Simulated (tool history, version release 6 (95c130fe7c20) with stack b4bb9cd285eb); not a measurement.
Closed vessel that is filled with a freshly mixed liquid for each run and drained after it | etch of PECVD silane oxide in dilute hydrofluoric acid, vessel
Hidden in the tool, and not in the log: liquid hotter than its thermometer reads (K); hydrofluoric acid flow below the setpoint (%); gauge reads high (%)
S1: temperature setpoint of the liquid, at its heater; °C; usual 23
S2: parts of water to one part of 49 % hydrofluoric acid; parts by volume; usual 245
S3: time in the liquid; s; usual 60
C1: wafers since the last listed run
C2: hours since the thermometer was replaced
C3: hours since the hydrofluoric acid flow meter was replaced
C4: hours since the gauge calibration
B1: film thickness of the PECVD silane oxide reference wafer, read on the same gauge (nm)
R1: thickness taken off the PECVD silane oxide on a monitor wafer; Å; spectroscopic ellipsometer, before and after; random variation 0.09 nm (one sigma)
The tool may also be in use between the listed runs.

run,hour,S1,S2,S3,C1,C2,C3,C4,B1,R1
1,0,23,245,60,0,241.5,806.3,556.8,50.02,106.9
2,30.5,23,245,60,1974,272,836.8,587.3,50,108.9
3,99.9,27,245,60,4493,341.4,906.2,656.7,49.99,125.1
4,134.4,27,245,60,2233,375.9,940.7,691.2,50,124
5,195.5,23,300,60,3956,437,1001.8,752.3,49.99,83.1
6,222.8,23,300,60,1767,464.3,1029.1,779.6,50.01,82.8
# hour 256.5: gauge calibrated
7,292.5,23,300,60,4513,534,1098.8,36,50.02,84.1
8,335,23,295,60,2751,576.5,1141.3,78.5,49.99,86
9,359.8,23,295,60,1605,601.3,1166.1,103.3,49.99,86.7
10,406.1,23,295,60,2998,647.6,1212.4,149.6,50,86.4
11,431.9,23,245,60,1670,673.4,1238.2,175.4,49.98,109.2
12,488.7,23,245,60,3677,730.2,1295,232.2,50,108.9
# hour 525.4: hydrofluoric acid flow meter replaced
13,681.7,21,295,35,12432,923.2,156.3,425.2,50,47.3
14,851.6,24.5,245,80,11001,1093.1,326.2,595.1,50,157
15,879.3,19,245,60,1793,1120.8,353.9,622.8,49.98,97.5
16,936.4,26,360,85,3697,1177.9,411,679.9,49.99,106.7
# hour 1000.5: thermometer replaced
17,1004.5,21,185,90,4344,4,479.1,748,49.99,209.3
18,1070.9,23,245,60,4299,70.4,545.5,814.4,49.98,108.3
19,1139.3,26,140,35,4429,138.8,613.9,882.8,50,137.1
20,1165.2,23,310,60,1677,164.7,639.8,908.7,50,78.4
# hour 1217.4: gauge calibrated
21,1353.3,23,245,60,12179,352.8,827.9,135.9,50,108.8
22,1391.4,26,245,60,2467,390.9,866,174,50.01,120.3
23,1452.7,23,245,80,3969,452.2,927.3,235.3,50,144.6
24,1478.3,26.5,150,60,1657,477.8,952.9,260.9,50.01,226.4
25,1536.2,23,245,60,3749,535.7,1010.8,318.8,50.01,110.4

How the hidden state differs across the entries between the runs, from the last listed run before each to the first after it:
Between runs 6 and 7: gauge calibrated (hour 256.5)
  liquid hotter than its thermometer reads (K): 0.728 -> 0.816
  measured less the result without the state, R1: +2.1 -> +2.3 Å
Between runs 12 and 13: hydrofluoric acid flow meter replaced (hour 525.4)
  liquid hotter than its thermometer reads (K): 1.06 -> 1.31
  measured less the result without the state, R1: +4.1 -> +2.2 Å
Between runs 16 and 17: thermometer replaced (hour 1000.5)
  liquid hotter than its thermometer reads (K): 1.63 -> 0.137
  measured less the result without the state, R1: +5.5 -> +1.1 Å
Between runs 20 and 21: gauge calibrated (hour 1217.4)
  liquid hotter than its thermometer reads (K): 0.34 -> 0.576
  measured less the result without the state, R1: +1 -> +2.3 Å

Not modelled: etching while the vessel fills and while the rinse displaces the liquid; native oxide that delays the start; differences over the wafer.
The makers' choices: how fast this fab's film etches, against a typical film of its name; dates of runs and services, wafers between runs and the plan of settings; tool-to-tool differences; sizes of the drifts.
